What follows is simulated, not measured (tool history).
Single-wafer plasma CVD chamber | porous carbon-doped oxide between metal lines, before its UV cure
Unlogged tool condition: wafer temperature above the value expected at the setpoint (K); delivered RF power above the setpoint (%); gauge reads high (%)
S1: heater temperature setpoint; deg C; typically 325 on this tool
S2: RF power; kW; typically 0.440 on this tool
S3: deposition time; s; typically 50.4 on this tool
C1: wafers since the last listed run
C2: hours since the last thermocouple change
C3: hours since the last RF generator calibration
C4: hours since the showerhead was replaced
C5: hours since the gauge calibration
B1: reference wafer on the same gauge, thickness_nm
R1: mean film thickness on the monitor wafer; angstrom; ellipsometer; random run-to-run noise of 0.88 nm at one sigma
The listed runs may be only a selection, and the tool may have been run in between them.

{"run": 1, "hour": 0.0, "S1": 325, "S2": 0.44, "S3": 50.4, "C1": 0, "C2": 1561.5, "C3": 630.9, "C4": 4460.1, "C5": 301.2, "B1": 195.621, "R1": 2068.56}
{"run": 2, "hour": 45.8, "S1": 325, "S2": 0.44, "S3": 50.4, "C1": 794, "C2": 1607.3, "C3": 676.7, "C4": 4505.9, "C5": 347.0, "B1": 196.135, "R1": 2038.35}
{"run": 3, "hour": 107.2, "S1": 325, "S2": 0.44, "S3": 50.4, "C1": 1064, "C2": 1668.7, "C3": 738.1, "C4": 4567.3, "C5": 408.4, "B1": 196.055, "R1": 2049.84}
{"run": 4, "hour": 285.4, "S1": 325, "S2": 0.44, "S3": 50.4, "C1": 3090, "C2": 1846.9, "C3": 916.3, "C4": 4745.5, "C5": 586.6, "B1": 196.42, "R1": 2056.09}
{"run": 5, "hour": 317.9, "S1": 325, "S2": 0.44, "S3": 50.4, "C1": 563, "C2": 1879.4, "C3": 948.8, "C4": 4778.0, "C5": 619.1, "B1": 195.816, "R1": 2050.56}
{"run": 6, "hour": 354.9, "S1": 325, "S2": 0.44, "S3": 50.4, "C1": 641, "C2": 1916.4, "C3": 985.8, "C4": 4815.0, "C5": 656.1, "B1": 195.949, "R1": 2058.23}
{"run": 7, "hour": 390.6, "S1": 325, "S2": 0.44, "S3": 50.4, "C1": 619, "C2": 1952.1, "C3": 1021.5, "C4": 4850.7, "C5": 691.8, "B1": 196.332, "R1": 2037.74}
{"run": 8, "hour": 417.1, "S1": 325, "S2": 0.44, "S3": 50.4, "C1": 459, "C2": 1978.6, "C3": 1048.0, "C4": 4877.2, "C5": 718.3, "B1": 195.917, "R1": 2042.8}
{"run": 9, "hour": 446.5, "S1": 325, "S2": 0.44, "S3": 50.4, "C1": 509, "C2": 2008.0, "C3": 1077.4, "C4": 4906.6, "C5": 747.7, "B1": 195.891, "R1": 2050.9}
{"run": 10, "hour": 498.2, "S1": 325, "S2": 0.44, "S3": 50.4, "C1": 896, "C2": 2059.7, "C3": 1129.1, "C4": 4958.3, "C5": 799.4, "B1": 195.861, "R1": 2052.46}
{"run": 11, "hour": 548.7, "S1": 325, "S2": 0.44, "S3": 50.4, "C1": 875, "C2": 2110.2, "C3": 1179.6, "C4": 5008.8, "C5": 849.9, "B1": 196.182, "R1": 2035.91}
{"run": 12, "hour": 587.6, "S1": 325, "S2": 0.44, "S3": 50.4, "C1": 674, "C2": 2149.1, "C3": 1218.5, "C4": 5047.7, "C5": 888.8, "B1": 196.081, "R1": 2050.65}
{"run": 13, "hour": 659.3, "S1": 325, "S2": 0.44, "S3": 50.4, "C1": 1243, "C2": 2220.8, "C3": 1290.2, "C4": 5119.4, "C5": 960.5, "B1": 196.091, "R1": 2037.48}
{"hour": 706.3, "done": "showerhead replaced"}
{"run": 14, "hour": 709.2, "S1": 325, "S2": 0.44, "S3": 50.4, "C1": 726, "C2": 2270.7, "C3": 1340.1, "C4": 2.9, "C5": 1010.4, "B1": 196.463, "R1": 2049.76}
{"run": 15, "hour": 758.8, "S1": 325, "S2": 0.44, "S3": 50.4, "C1": 860, "C2": 2320.3, "C3": 1389.7, "C4": 52.5, "C5": 1060.0, "B1": 196.01, "R1": 2049.79}
{"run": 16, "hour": 795.1, "S1": 325, "S2": 0.44, "S3": 50.4, "C1": 629, "C2": 2356.6, "C3": 1426.0, "C4": 88.8, "C5": 1096.3, "B1": 195.949, "R1": 2039.13}
{"run": 17, "hour": 829.0, "S1": 325, "S2": 0.44, "S3": 50.4, "C1": 587, "C2": 2390.5, "C3": 1459.9, "C4": 122.7, "C5": 1130.2, "B1": 196.269, "R1": 2050.6}
{"run": 18, "hour": 859.9, "S1": 325, "S2": 0.39, "S3": 50.4, "C1": 535, "C2": 2421.4, "C3": 1490.8, "C4": 153.6, "C5": 1161.1, "B1": 195.981, "R1": 1855.71}
{"hour": 881.5, "done": "gauge calibrated"}
{"run": 19, "hour": 912.6, "S1": 312, "S2": 0.485, "S3": 53.7, "C1": 914, "C2": 2474.1, "C3": 1543.5, "C4": 206.3, "C5": 31.1, "B1": 195.833, "R1": 2492.43}
{"run": 20, "hour": 980.3, "S1": 315, "S2": 0.52, "S3": 50.4, "C1": 1174, "C2": 2541.8, "C3": 1611.2, "C4": 274.0, "C5": 98.8, "B1": 196.004, "R1": 2415.88}
{"run": 21, "hour": 1028.9, "S1": 325, "S2": 0.44, "S3": 50.4, "C1": 842, "C2": 2590.4, "C3": 1659.8, "C4": 322.6, "C5": 147.4, "B1": 195.712, "R1": 2055.07}
{"run": 22, "hour": 1091.4, "S1": 332, "S2": 0.41, "S3": 47.1, "C1": 1083, "C2": 2652.9, "C3": 1722.3, "C4": 385.1, "C5": 209.9, "B1": 195.738, "R1": 1750.12}
{"run": 23, "hour": 1118.0, "S1": 314, "S2": 0.44, "S3": 50.4, "C1": 461, "C2": 2679.5, "C3": 1748.9, "C4": 411.7, "C5": 236.5, "B1": 195.941, "R1": 2171.91}
{"run": 24, "hour": 1170.6, "S1": 317, "S2": 0.44, "S3": 53.8, "C1": 912, "C2": 2732.1, "C3": 1801.5, "C4": 464.3, "C5": 289.1, "B1": 195.968, "R1": 2271.51}
{"run": 25, "hour": 1205.4, "S1": 338, "S2": 0.44, "S3": 50.4, "C1": 603, "C2": 2766.9, "C3": 1836.3, "C4": 499.1, "C5": 323.9, "B1": 196.137, "R1": 1910.95}
{"hour": 1221.0, "done": "thermocouple changed; heater temperature recalibrated"}
{"run": 26, "hour": 1249.4, "S1": 330, "S2": 0.525, "S3": 57.7, "C1": 624, "C2": 28.4, "C3": 1880.3, "C4": 543.1, "C5": 367.9, "B1": 195.741, "R1": 2668.08}
{"hour": 1300.8, "done": "RF generator calibrated"}
{"run": 27, "hour": 1314.3, "S1": 313, "S2": 0.395, "S3": 60.1, "C1": 986, "C2": 93.3, "C3": 13.5, "C4": 608.0, "C5": 432.8, "B1": 196.051, "R1": 2492.21}
{"run": 28, "hour": 1347.2, "S1": 325, "S2": 0.355, "S3": 59.7, "C1": 570, "C2": 126.2, "C3": 46.4, "C4": 640.9, "C5": 465.7, "B1": 195.888, "R1": 2104.77}
{"run": 29, "hour": 1502.9, "S1": 325, "S2": 0.44, "S3": 50.4, "C1": 2700, "C2": 281.9, "C3": 202.1, "C4": 796.6, "C5": 621.4, "B1": 196.027, "R1": 2102.52}
{"run": 30, "hour": 1527.1, "S1": 325, "S2": 0.44, "S3": 50.4, "C1": 419, "C2": 306.1, "C3": 226.3, "C4": 820.8, "C5": 645.6, "B1": 196.122, "R1": 2129.32}
{"run": 31, "hour": 1584.5, "S1": 331, "S2": 0.44, "S3": 54.7, "C1": 995, "C2": 363.5, "C3": 283.7, "C4": 878.2, "C5": 703.0, "B1": 195.91, "R1": 2218.68}
{"run": 32, "hour": 1635.2, "S1": 319, "S2": 0.44, "S3": 46.2, "C1": 879, "C2": 414.2, "C3": 334.4, "C4": 928.9, "C5": 753.7, "B1": 195.894, "R1": 1992.49}
{"run": 33, "hour": 1660.9, "S1": 337, "S2": 0.395, "S3": 50.4, "C1": 445, "C2": 439.9, "C3": 360.1, "C4": 954.6, "C5": 779.4, "B1": 195.504, "R1": 1803.31}
{"run": 34, "hour": 1691.4, "S1": 325, "S2": 0.44, "S3": 50.4, "C1": 528, "C2": 470.4, "C3": 390.6, "C4": 985.1, "C5": 809.9, "B1": 196.021, "R1": 2106.65}
{"run": 35, "hour": 1732.1, "S1": 319, "S2": 0.365, "S3": 53.4, "C1": 705, "C2": 511.1, "C3": 431.3, "C4": 1025.8, "C5": 850.6, "B1": 195.984, "R1": 1998.74}

For each run, the measured value with the value that run would have given without the tool's hidden condition subtracted. The run-to-run variation is shared by both, the gauge scatter possibly not:
run=1 R1=-63.14
run=2 R1=-62.82
run=3 R1=-63.96
run=4 R1=-66.12
run=5 R1=-66.26
run=6 R1=-66.86
run=7 R1=-66.52
run=8 R1=-66.91
run=9 R1=-67.43
run=10 R1=-67.90
run=11 R1=-67.74
run=12 R1=-68.52
run=13 R1=-68.57
run=14 R1=-69.30
run=15 R1=-69.61
run=16 R1=-69.45
run=17 R1=-70.04
run=18 R1=-63.53
run=19 R1=-93.90
run=20 R1=-90.15
run=21 R1=-71.17
run=22 R1=-56.96
run=23 R1=-82.28
run=24 R1=-84.40
run=25 R1=-61.19
run=26 R1=+13.69
run=27 R1=+8.19
run=28 R1=+4.07
run=29 R1=-6.10
run=30 R1=-7.63
run=31 R1=-10.52
run=32 R1=-13.39
run=33 R1=-11.48
run=34 R1=-16.33
run=35 R1=-18.19
